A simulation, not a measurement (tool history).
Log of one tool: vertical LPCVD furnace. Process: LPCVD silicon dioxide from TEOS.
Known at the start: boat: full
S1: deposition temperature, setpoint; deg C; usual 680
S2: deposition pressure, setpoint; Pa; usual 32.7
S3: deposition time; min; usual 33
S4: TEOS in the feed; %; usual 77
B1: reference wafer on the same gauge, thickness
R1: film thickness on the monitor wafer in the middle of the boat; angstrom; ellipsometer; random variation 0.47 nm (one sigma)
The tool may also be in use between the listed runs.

run    hour   S1    S2  S3  S4      B1      R1
  1       0  680  32.7  33  77  169.93  1443.2
  2    62.1  680  32.7  33  77  170.05  1442.4
  3   128.7  685  32.7  33  81  169.97  1665.5
  4   187.2  685  32.7  33  81  170.01    1680
  5   251.9  685  32.7  33  81  170.11  1665.9
  6   353.6  680  32.7  33  77  170.12  1439.8
  7   426.3  680  32.7  33  77  169.86  1438.1
  8   485.3  673  32.7  33  77  170.23  1214.2
  9   544.5  673  32.7  33  77  169.93  1207.9
 10   613.1  680  32.7  33  77   170.1  1433.3
 11   710.9  680  32.7  33  86  170.29    1523
      752.2  -- gauge calibrated
 12   752.7  680  32.7  33  86  170.16  1521.7
 13   805.2  674  32.7  33  71  170.04  1194.4
 14   893.3  680  32.7  33  77  169.95  1439.1
 15   996.9  680  32.7  33  77  170.11  1438.9
 16  1059.2  688  32.7  33  65  169.97  1609.7
 17  1137.2  686    30  33  77  170.13  1595.6
     1291.9  -- TEOS flow controller replaced
     1371.7  -- pressure gauge zeroed
 18  1425.5  680    40  33  72  169.97  1551.5
 19  1506.2  680  32.7  33  77  170.29  1445.3
     1591.1  -- thermocouples replaced and temperature profile calibrated
 20  1607.2  680    36  26  67  170.24  1116.5
 21  1653.3  680  32.7  33  77  170.11    1432
 22  1699.9  683    38  33  77  169.96  1670.9
 23  1774.3  680    26  22  77  170.21   858.5

The next listed run, before its measurement:
 24  1817.5  680  32.7  41.5  89   ?   ?

Run 24 gave B1 169.98, R1 1958.8 angstrom.
Without the tool's hidden state the same run would have given R1 1958.8 angstrom.
